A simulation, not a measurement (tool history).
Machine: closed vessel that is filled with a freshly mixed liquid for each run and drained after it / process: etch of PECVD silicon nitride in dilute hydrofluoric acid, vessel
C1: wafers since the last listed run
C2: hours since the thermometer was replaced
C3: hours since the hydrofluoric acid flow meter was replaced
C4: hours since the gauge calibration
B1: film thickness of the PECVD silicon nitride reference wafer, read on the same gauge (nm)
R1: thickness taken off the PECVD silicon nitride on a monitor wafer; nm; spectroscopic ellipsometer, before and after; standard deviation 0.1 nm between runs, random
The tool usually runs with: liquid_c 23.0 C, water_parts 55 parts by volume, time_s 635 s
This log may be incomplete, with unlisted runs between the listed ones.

{"run": 1, "hour": 0.0, "liquid_c": 20.5, "water_parts": 55, "time_s": 850, "C1": 0, "C2": 1114.7, "C3": 1185.2, "C4": 94.2, "B1": 110.02, "R1": 43.83}
{"run": 2, "hour": 15.3, "liquid_c": 20.5, "water_parts": 55, "time_s": 850, "C1": 674, "C2": 1130.0, "C3": 1200.5, "C4": 109.5, "B1": 110.02, "R1": 43.91}
{"run": 3, "hour": 26.6, "liquid_c": 20.5, "water_parts": 55, "time_s": 850, "C1": 498, "C2": 1141.3, "C3": 1211.8, "C4": 120.8, "B1": 110.01, "R1": 43.98}
{"run": 4, "hour": 36.1, "liquid_c": 23.0, "water_parts": 55, "time_s": 635, "C1": 418, "C2": 1150.8, "C3": 1221.3, "C4": 130.3, "B1": 109.96, "R1": 38.73}
{"run": 5, "hour": 43.0, "liquid_c": 26.0, "water_parts": 55, "time_s": 635, "C1": 304, "C2": 1157.7, "C3": 1228.2, "C4": 137.2, "B1": 110.0, "R1": 47.1}
{"run": 6, "hour": 55.8, "liquid_c": 26.0, "water_parts": 55, "time_s": 635, "C1": 564, "C2": 1170.5, "C3": 1241.0, "C4": 150.0, "B1": 110.02, "R1": 47.07}
{"hour": 62.5, "done": "thermometer replaced"}
{"run": 7, "hour": 65.3, "liquid_c": 26.0, "water_parts": 55, "time_s": 635, "C1": 374, "C2": 2.8, "C3": 1250.5, "C4": 159.5, "B1": 109.99, "R1": 38.87}
{"hour": 78.8, "done": "gauge calibrated"}
{"run": 8, "hour": 78.9, "liquid_c": 23.0, "water_parts": 55, "time_s": 635, "C1": 599, "C2": 16.4, "C3": 1264.1, "C4": 0.1, "B1": 109.99, "R1": 32.05}
{"run": 9, "hour": 89.4, "liquid_c": 23.0, "water_parts": 65, "time_s": 635, "C1": 462, "C2": 26.9, "C3": 1274.6, "C4": 10.6, "B1": 109.97, "R1": 27.21}
{"run": 10, "hour": 106.9, "liquid_c": 19.5, "water_parts": 35, "time_s": 635, "C1": 771, "C2": 44.4, "C3": 1292.1, "C4": 28.1, "B1": 110.02, "R1": 39.04}
{"hour": 115.4, "done": "hydrofluoric acid flow meter replaced"}
{"run": 11, "hour": 117.2, "liquid_c": 23.0, "water_parts": 55, "time_s": 635, "C1": 409, "C2": 54.7, "C3": 1.8, "C4": 38.4, "B1": 109.99, "R1": 36.01}
{"run": 12, "hour": 125.4, "liquid_c": 21.0, "water_parts": 55, "time_s": 635, "C1": 361, "C2": 62.9, "C3": 10.0, "C4": 46.6, "B1": 110.02, "R1": 31.31}
{"run": 13, "hour": 137.7, "liquid_c": 23.0, "water_parts": 25, "time_s": 800, "C1": 542, "C2": 75.2, "C3": 22.3, "C4": 58.9, "B1": 110.0, "R1": 97.61}
{"run": 14, "hour": 149.8, "liquid_c": 24.5, "water_parts": 55, "time_s": 340, "C1": 533, "C2": 87.3, "C3": 34.4, "C4": 71.0, "B1": 109.99, "R1": 21.33}

Had the tool no unlogged condition, and each run kept its random variation, what would the results have been?
The hidden state here: liquid hotter than its thermometer reads (K); hydrofluoric acid flow below the setpoint (%); gauge reads high (%).
run=1 R1=40.90
run=2 R1=40.95
run=3 R1=40.99
run=4 R1=36.23
run=5 R1=44.29
run=6 R1=44.22
run=7 R1=44.12
run=8 R1=36.33
run=9 R1=30.84
run=10 R1=44.10
run=11 R1=36.18
run=12 R1=31.46
run=13 R1=97.93
run=14 R1=21.41
